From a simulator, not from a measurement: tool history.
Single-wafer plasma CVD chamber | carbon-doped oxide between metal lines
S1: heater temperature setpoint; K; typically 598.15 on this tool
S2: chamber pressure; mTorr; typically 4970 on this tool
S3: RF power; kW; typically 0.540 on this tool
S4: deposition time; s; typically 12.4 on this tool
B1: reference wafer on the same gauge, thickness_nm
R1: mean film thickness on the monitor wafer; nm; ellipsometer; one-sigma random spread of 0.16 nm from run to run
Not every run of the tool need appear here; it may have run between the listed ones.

run	day	S1	S2	S3	S4	B1	R1
1	0.000	598.15	4970	0.540	12.4	91.723	73.955
2	0.392	598.15	4970	0.540	12.4	91.694	73.618
3	0.646	598.15	4970	0.540	12.4	91.707	73.489
4	1.150	612.15	4970	0.540	12.4	91.720	70.622
5	1.538	598.15	4970	0.540	12.4	91.709	73.127
6	1.996	598.15	4970	0.540	14.0	91.754	82.835
# day 2.825: showerhead replaced
7	2.846	598.15	5890	0.540	12.4	91.694	74.687
8	3.050	598.15	5420	0.435	12.4	91.704	56.740
9	3.458	598.15	4270	0.615	11.3	91.728	74.250
10	4.025	585.15	4970	0.540	11.3	91.713	69.903
11	4.408	602.15	4970	0.540	10.0	91.699	58.352
12	4.754	585.15	4970	0.540	12.4	91.698	76.548
# day 4.975: gauge calibrated
# day 5.596: capacitance manometer re-zeroed and calibrated
13	6.042	585.15	4970	0.540	11.3	91.723	69.516
14	6.417	598.15	4270	0.615	11.3	91.665	74.226
15	7.017	598.15	4970	0.540	10.4	91.713	61.419
16	7.608	598.15	4360	0.455	10.9	91.705	51.410
17	7.879	598.15	3770	0.500	11.7	91.701	61.288
# day 8.354: RF generator calibrated
18	8.412	610.15	4970	0.540	10.9	91.687	66.663
19	9.054	613.15	5750	0.645	14.2	91.731	102.042
20	9.529	584.15	4970	0.540	10.0	91.738	66.559
21	9.821	598.15	4970	0.540	12.4	91.726	78.325
22	10.342	598.15	4220	0.540	12.4	91.692	76.696
23	10.992	602.15	4210	0.540	12.4	91.670	75.873
24	11.454	598.15	4970	0.620	12.4	91.727	88.321
25	12.146	605.15	4090	0.480	12.4	91.737	65.849
26	13.142	593.15	4970	0.540	12.4	91.697	79.273
27	13.850	592.15	4490	0.600	11.6	91.669	80.822
28	14.321	598.15	4970	0.460	12.4	91.684	65.046

5 options for the next run, each taken on its own from the tool as it stands now. Forecast them:
A	14.338	598.15	4620	0.540	12.4	?	?
B	14.338	603.15	4970	0.580	12.4	?	?
C	14.338	603.15	4970	0.540	12.4	?	?
D	14.338	604.15	5980	0.615	14.3	?	?
E	14.338	607.15	4270	0.540	12.4	?	?

run	B1	R1
A	91.691	76.771
B	91.691	81.510
C	91.691	76.211
D	91.691	100.533
E	91.691	74.045
The same runs, with their run-to-run variation unchanged, on a tool lacking any hidden condition would have given:
run	R1
A	78.282
B	83.059
C	77.690
D	102.415
E	75.466
